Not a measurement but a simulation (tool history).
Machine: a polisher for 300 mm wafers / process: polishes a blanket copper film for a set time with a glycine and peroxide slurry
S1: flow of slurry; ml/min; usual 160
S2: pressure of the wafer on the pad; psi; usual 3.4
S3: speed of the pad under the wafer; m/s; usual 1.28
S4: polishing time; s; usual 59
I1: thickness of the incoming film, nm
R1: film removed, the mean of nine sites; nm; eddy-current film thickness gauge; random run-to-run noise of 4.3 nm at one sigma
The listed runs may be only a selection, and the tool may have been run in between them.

| run | hour | S1 | S2 | S3 | S4 | I1 | R1 |
|---|---|---|---|---|---|---|---|
| 1 | 0 | 160 | 3.4 | 1.28 | 59 | 2411 | 442.1 |
| 2 | 46.1 | 160 | 3.4 | 1.28 | 59 | 2357.5 | 442.2 |
| 3 | 84.1 | 195 | 4 | 1.28 | 59 | 2362.9 | 525.1 |
|  | 105.8 | slurry nozzle cleaned |
| 4 | 150.1 | 160 | 3.4 | 1.28 | 59 | 2397.3 | 438.2 |
| 5 | 336.7 | 160 | 3.4 | 1.28 | 59 | 2362.9 | 424.9 |
| 6 | 379 | 160 | 3.4 | 1.28 | 59 | 2393.4 | 422.5 |
| 7 | 446.4 | 160 | 3.4 | 1.28 | 59 | 2378.3 | 415.2 |
| 8 | 471.4 | 160 | 3.4 | 1.28 | 59 | 2373.4 | 409.7 |
|  | 496.4 | worn pad replaced by a new one, repeated, since the last time left the tool worse |
| 9 | 539.9 | 160 | 3.4 | 1.28 | 59 | 2425.2 | 485.9 |
| 10 | 566.7 | 195 | 3.4 | 1.28 | 59 | 2375.3 | 485.3 |
|  | 609 | slurry nozzle cleaned |
| 11 | 623 | 160 | 3.4 | 1.28 | 65 | 2343.7 | 529.9 |
| 12 | 820.8 | 160 | 3.4 | 1.28 | 59 | 2363.5 | 471.7 |
| 13 | 850 | 160 | 3.4 | 1.28 | 59 | 2378.4 | 470 |
| 14 | 908.7 | 160 | 3.4 | 1.28 | 59 | 2354.6 | 461.2 |
| 15 | 956.3 | 160 | 3.7 | 1.28 | 59 | 2396.4 | 496.8 |
|  | 1001.4 | worn pad replaced by a new one |
| 16 | 1003.6 | 145 | 3.4 | 1.08 | 59 | 2399.2 | 431.4 |
| 17 | 1065.8 | 160 | 3.4 | 1.28 | 59 | 2409.4 | 476.5 |
|  | 1099.2 | slurry nozzle cleaned |
| 18 | 1116 | 200 | 3.4 | 1.28 | 59 | 2377.7 | 492 |
|  | 1148.4 | head pressure recalibrated |
| 19 | 1148.9 | 160 | 3.4 | 1.28 | 59 | 2399.2 | 481 |
| 20 | 1175.7 | 160 | 3.4 | 1.28 | 59 | 2394.7 | 477.9 |
| 21 | 1230.1 | 120 | 3.4 | 1.28 | 59 | 2382.2 | 450.1 |
| 22 | 1280.4 | 125 | 3.8 | 1.6 | 41 | 2362.6 | 408.7 |
| 23 | 1335.1 | 160 | 4.4 | 1.28 | 59 | 2397.3 | 591.9 |
| 24 | 1363.6 | 125 | 2.3 | 1.46 | 44 | 2409.2 | 265.9 |
| 25 | 1417.2 | 135 | 2.4 | 1.5 | 47 | 2360.7 | 293.2 |
|  | 1448.3 | worn pad replaced by a new one |
| 26 | 1461.7 | 125 | 2.3 | 1.04 | 53 | 2427.1 | 265.2 |
| 27 | 1513.1 | 160 | 3.4 | 1.28 | 59 | 2407.9 | 486.6 |
| 28 | 1545.6 | 140 | 2.6 | 1.04 | 59 | 2368.4 | 332.8 |
|  | 1562.7 | slurry nozzle cleaned |
| 29 | 1610.5 | 185 | 3.9 | 1.48 | 53 | 2429.8 | 547.8 |
| 30 | 1635.1 | 160 | 2.5 | 1.5 | 59 | 2370 | 406 |
| 31 | 1692.5 | 160 | 4.4 | 1.62 | 64 | 2407.1 | 758.4 |
| 32 | 1761.5 | 110 | 2.3 | 1.02 | 42 | 2383.3 | 201.5 |
| 33 | 1792 | 160 | 2.7 | 1.28 | 59 | 2414.4 | 382.3 |
| 34 | 1933 | 160 | 3.4 | 0.9 | 59 | 2405.8 | 371.6 |
|  | 1956.5 | worn pad replaced by a new one |
| 35 | 1980.9 | 160 | 2.2 | 1.16 | 59 | 2442.4 | 315.5 |
| 36 | 2025.4 | 160 | 3.4 | 1.1 | 59 | 2409 | 439.6 |

Results for each run, recomputed without the tool's hidden state and with each run's random variation untouched:
Hidden state at play: removal rate lost through wear of the pad, %; slurry flow missing at the pad, %; deviation of the head's pressure from its setpoint, %.
| run | R1 |
|---|---|
| 1 | 489.3 |
| 2 | 490.1 |
| 3 | 582.9 |
| 4 | 488.8 |
| 5 | 486.4 |
| 6 | 487.7 |
| 7 | 486.8 |
| 8 | 483.6 |
| 9 | 487.8 |
| 10 | 487.5 |
| 11 | 533.7 |
| 12 | 484.8 |
| 13 | 485.3 |
| 14 | 481.2 |
| 15 | 523.5 |
| 16 | 434.5 |
| 17 | 480.4 |
| 18 | 497 |
| 19 | 486.9 |
| 20 | 484.7 |
| 21 | 458.7 |
| 22 | 419 |
| 23 | 611.5 |
| 24 | 276 |
| 25 | 307.4 |
| 26 | 265.6 |
| 27 | 487.7 |
| 28 | 334 |
| 29 | 551.8 |
| 30 | 409.8 |
| 31 | 769.9 |
| 32 | 206.4 |
| 33 | 393.3 |
| 34 | 392.9 |
| 35 | 317 |
| 36 | 442.1 |
